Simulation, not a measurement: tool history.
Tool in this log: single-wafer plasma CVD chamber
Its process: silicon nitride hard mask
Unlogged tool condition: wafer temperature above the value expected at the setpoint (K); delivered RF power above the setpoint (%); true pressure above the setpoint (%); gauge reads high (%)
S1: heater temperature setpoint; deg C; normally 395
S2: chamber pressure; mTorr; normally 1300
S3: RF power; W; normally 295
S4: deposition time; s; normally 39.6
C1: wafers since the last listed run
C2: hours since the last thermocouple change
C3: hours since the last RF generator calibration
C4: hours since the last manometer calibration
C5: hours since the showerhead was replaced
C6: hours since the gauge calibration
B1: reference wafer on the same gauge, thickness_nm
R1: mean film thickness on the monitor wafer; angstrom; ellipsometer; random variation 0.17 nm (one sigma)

run	day	S1	S2	S3	S4	C1	C2	C3	C4	C5	C6	B1	R1
1	0.000	395	1300	295	34.9	0	1254.4	813.4	2313.1	4183.5	173.2	42.165	374.18
2	0.579	395	1300	295	39.6	250	1268.3	827.3	2327.0	4197.4	187.1	42.190	431.29
3	1.138	395	1300	295	39.6	241	1281.7	840.7	2340.4	4210.8	200.5	42.209	425.96
4	1.742	395	1300	295	39.6	261	1296.2	855.2	2354.9	4225.3	215.0	42.224	428.22
5	2.258	395	1300	295	39.6	223	1308.6	867.6	2367.3	4237.7	227.4	42.133	425.33
6	3.625	395	1300	295	39.6	591	1341.4	900.4	2400.1	4270.5	260.2	42.193	422.85
7	4.217	395	1300	295	39.6	256	1355.6	914.6	2414.3	4284.7	274.4	42.257	423.45
8	5.458	395	1300	295	39.6	537	1385.4	944.4	2444.1	4314.5	304.2	42.210	423.69
9	6.600	391	1300	295	39.6	494	1412.8	971.8	2471.5	4341.9	331.6	42.140	423.42
10	7.329	395	1300	295	39.6	315	1430.3	989.3	2489.0	4359.4	349.1	42.151	419.80
# day 7.838: RF generator calibrated
# day 7.946: showerhead replaced
11	8.438	389	990	295	39.6	288	1456.9	14.4	2515.6	11.8	375.7	42.202	409.93
12	9.288	395	1300	295	39.6	368	1477.3	34.8	2536.0	32.2	396.1	42.174	442.58
# day 10.146: thermocouple changed; heater temperature recalibrated
# day 10.242: capacitance manometer re-zeroed and calibrated
13	10.262	400	1300	295	45.4	236	2.8	58.2	0.5	55.6	419.5	42.150	505.71
14	10.854	395	1300	295	39.6	256	17.0	72.4	14.7	69.8	433.7	42.151	441.51
# day 11.250: gauge calibrated
15	11.671	409	1300	320	39.6	353	36.6	92.0	34.3	89.4	10.1	42.145	463.64
16	12.800	404	1050	295	42.2	489	63.7	119.1	61.4	116.5	37.2	42.258	440.75
17	13.833	389	1410	295	39.6	447	88.5	143.9	86.2	141.3	62.0	42.164	452.88
18	15.067	395	1300	295	39.6	534	118.1	173.5	115.8	170.9	91.6	42.214	441.71
19	16.171	402	1300	295	39.6	478	144.6	200.0	142.3	197.4	118.1	42.190	440.12
20	17.567	395	990	295	46.6	604	178.1	233.5	175.8	230.9	151.6	42.204	482.62

Branching from run 20: 4 alternative next runs. What would each branch give?
A	17.583	395	1300	295	39.6	7	178.5	233.9	176.2	231.3	152.0	?	?
B	17.583	388	1210	295	39.6	7	178.5	233.9	176.2	231.3	152.0	?	?
C	17.583	402	1530	295	45.2	7	178.5	233.9	176.2	231.3	152.0	?	?
D	17.583	380	1300	245	39.6	7	178.5	233.9	176.2	231.3	152.0	?	?

run	B1	R1
A	42.243	445.41
B	42.243	438.03
C	42.243	529.72
D	42.243	392.62
Take away the tool's hidden state, keep each run's random variation, and the runs would have read:
run	R1
A	447.10
B	439.68
C	531.72
D	394.17

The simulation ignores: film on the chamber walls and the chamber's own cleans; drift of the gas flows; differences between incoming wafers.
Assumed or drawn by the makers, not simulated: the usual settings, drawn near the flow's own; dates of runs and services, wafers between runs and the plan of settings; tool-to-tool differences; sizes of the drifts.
